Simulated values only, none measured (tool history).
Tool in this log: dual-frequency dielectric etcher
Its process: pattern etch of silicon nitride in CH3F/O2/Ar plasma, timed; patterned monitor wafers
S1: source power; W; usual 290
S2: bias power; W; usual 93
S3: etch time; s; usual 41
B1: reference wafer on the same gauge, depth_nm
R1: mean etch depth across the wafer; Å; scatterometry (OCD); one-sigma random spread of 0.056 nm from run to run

run	hour	S1	S2	S3	B1	R1
1	0	290	93	41	33.58	309.1
2	49.5	290	93	41	33.59	309.2
3	73.5	290	93	41	33.59	310.9
4	112.9	290	93	41	33.6	310.4
5	170.7	340	93	41	33.59	332.3
6	237.7	340	93	41	33.59	332.8
7	265.2	310	81	41	33.6	306.4
# hour 287.7: source power generator calibrated
# hour 310: wet clean of the chamber
# hour 318.5: bias power generator calibrated
8	319	310	81	41	33.61	297
9	500.5	310	81	41	33.6	298.9
10	547.7	290	93	41	33.6	304.7
11	573.3	270	93	41	33.61	296.7
# hour 615.2: upper electrode replaced
12	615.7	320	93	52	33.62	404.3
# hour 642.5: gauge calibrated
13	665.4	230	99	41	33.6	284.3
14	692.9	240	93	33.5	33.62	230.9
15	720	290	93	41	33.61	306.5
16	747.9	310	81	41	33.59	300.5
# hour 780.5: wet clean of the chamber
17	798.4	290	93	35	33.6	259.7
18	862.4	220	107	41	33.6	285.4
19	910.2	240	93	48	33.6	329.6

For each run, the measured value with the value that run would have given without the tool's hidden condition subtracted. The run-to-run variation is shared by both, the gauge scatter possibly not:
What the log doesn't record here: etch rate over this chamber's usual, %; source power that arrives over what is set, %; bias power that arrives over what is set, %; gauge reads high (%).
run	R1
1	+6.7
2	+7.3
3	+7.6
4	+8
5	+9.2
6	+10
7	+9.4
8	-0.5
9	+1.5
10	+2
11	+2.2
12	+3.7
13	+3.1
14	+2.8
15	+3.9
16	+4.1
17	+1.1
18	+2
19	+2.8
